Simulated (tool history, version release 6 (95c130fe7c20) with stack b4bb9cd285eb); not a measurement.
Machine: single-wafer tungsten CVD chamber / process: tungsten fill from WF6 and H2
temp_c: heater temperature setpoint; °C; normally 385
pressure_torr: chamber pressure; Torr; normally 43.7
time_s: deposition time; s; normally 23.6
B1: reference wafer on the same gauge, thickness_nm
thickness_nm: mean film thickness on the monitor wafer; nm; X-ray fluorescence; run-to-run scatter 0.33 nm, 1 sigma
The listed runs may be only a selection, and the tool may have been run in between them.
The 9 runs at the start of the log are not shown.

Run 10, hour 945.6: usual settings; B1 59.027. Result: thickness_nm 64.765 nm.
Run 11, hour 1038.6: usual settings but temp_c 376 °C, pressure_torr 48.2 Torr, time_s 26.7 s; B1 58.963. Result: thickness_nm 61.044 nm.
Run 12, hour 1143.8: usual settings; B1 58.833. Result: thickness_nm 64.27 nm.
Run 13, hour 1242.5: usual settings; B1 58.797. Result: thickness_nm 64.128 nm.
Run 14, hour 1343.5: usual settings; B1 58.804. Result: thickness_nm 63.888 nm.
Run 15, hour 1388.2: usual settings but time_s 27.4 s; B1 58.79. Result: thickness_nm 74.186 nm.
Run 16, hour 1427.4: usual settings but temp_c 398 °C, pressure_torr 49.9 Torr; B1 58.8. Result: thickness_nm 89.395 nm.
Run 17, hour 1495.8: usual settings but temp_c 373 °C, pressure_torr 39.3 Torr, time_s 26.4 s; B1 58.715. Result: thickness_nm 52.62 nm.
At hour 1568.5: thermocouple changed; heater temperature recalibrated.
Run 18, hour 1600.9: usual settings but temp_c 394 °C; B1 58.619. Result: thickness_nm 77.89 nm.
At hour 1611.4: showerhead replaced.
Run 19, hour 1663.8: usual settings but temp_c 381 °C, pressure_torr 37.4 Torr, time_s 20.7 s; B1 58.512. Result: thickness_nm 48.204 nm.
Run 20, hour 1741.6: usual settings; B1 58.52. Result: thickness_nm 64.38 nm.
Run 21, hour 1801.2: usual settings but time_s 27.7 s; B1 58.577. Result: thickness_nm 74.951 nm.
Run 22, hour 1884.6: usual settings but time_s 20.7 s; B1 58.547. Result: thickness_nm 55.876 nm.
Run 23, hour 1931.4: usual settings but temp_c 398 °C; B1 58.402. Result: thickness_nm 84.593 nm.
Run 24, hour 2015.7: usual settings but temp_c 373 °C, time_s 21.3 s; B1 58.48. Result: thickness_nm 43.316 nm.
Run 25, hour 2076.9: usual settings but temp_c 373 °C, pressure_torr 39.3 Torr, time_s 26.4 s; B1 58.472. Result: thickness_nm 52.433 nm.
Run 26, hour 2123.4: usual settings but temp_c 380 °C, pressure_torr 34.6 Torr, time_s 21.4 s; B1 58.404. Result: thickness_nm 47.262 nm.
Run 27, hour 2164.5: usual settings but pressure_torr 47.7 Torr; B1 58.369. Result: thickness_nm 65.775 nm.
Run 28, hour 2205.9: usual settings but time_s 20.8 s; B1 58.398. Result: thickness_nm 56.283 nm.
Run 29, hour 2305.2: usual settings; B1 58.321. Result: thickness_nm 64.274 nm.
Run 30, hour 2399.3: usual settings but temp_c 371 °C, pressure_torr 37.4 Torr, time_s 20.1 s; B1 58.435. Result: thickness_nm 36.588 nm.
Run 31, hour 2484.4: usual settings but temp_c 376 °C, time_s 27 s; B1 58.301. Result: thickness_nm 58.613 nm.
Run 32, hour 2658.4: usual settings but temp_c 381 °C, pressure_torr 37.3 Torr, time_s 20.9 s; B1 58.292. Result: thickness_nm 48.55 nm.
Run 33, hour 2718.3: usual settings but temp_c 373 °C, pressure_torr 48.1 Torr, time_s 19 s; B1 58.287. Result: thickness_nm 40.027 nm.

Predict each of these 5 candidate next runs independently; none follows another, all start after run 33:
Run A, hour 2718.7: usual settings; B1 ?. Result: thickness_nm ?.
Run B, hour 2718.7: usual settings but temp_c 399 °C; B1 ?. Result: thickness_nm ?.
Run C, hour 2718.7: usual settings but temp_c 378 °C, pressure_torr 49.6 Torr, time_s 25.1 s; B1 ?. Result: thickness_nm ?.
Run D, hour 2718.7: usual settings but temp_c 374 °C, pressure_torr 50.1 Torr, time_s 22.3 s; B1 ?. Result: thickness_nm ?.
Run E, hour 2718.7: usual settings but temp_c 370 °C, time_s 27.8 s; B1 ?. Result: thickness_nm ?.

run      B1  thickness_nm
  A  58.248          63.4
  B  58.248        85.898
  C  58.248        60.131
  D  58.248        48.759
  E  58.248        52.554
Stripped of hidden state, with their random variation kept, the same runs would have yielded:
run  thickness_nm
  A        64.855
  B         87.87
  C        61.512
  D        49.878
  E        53.761
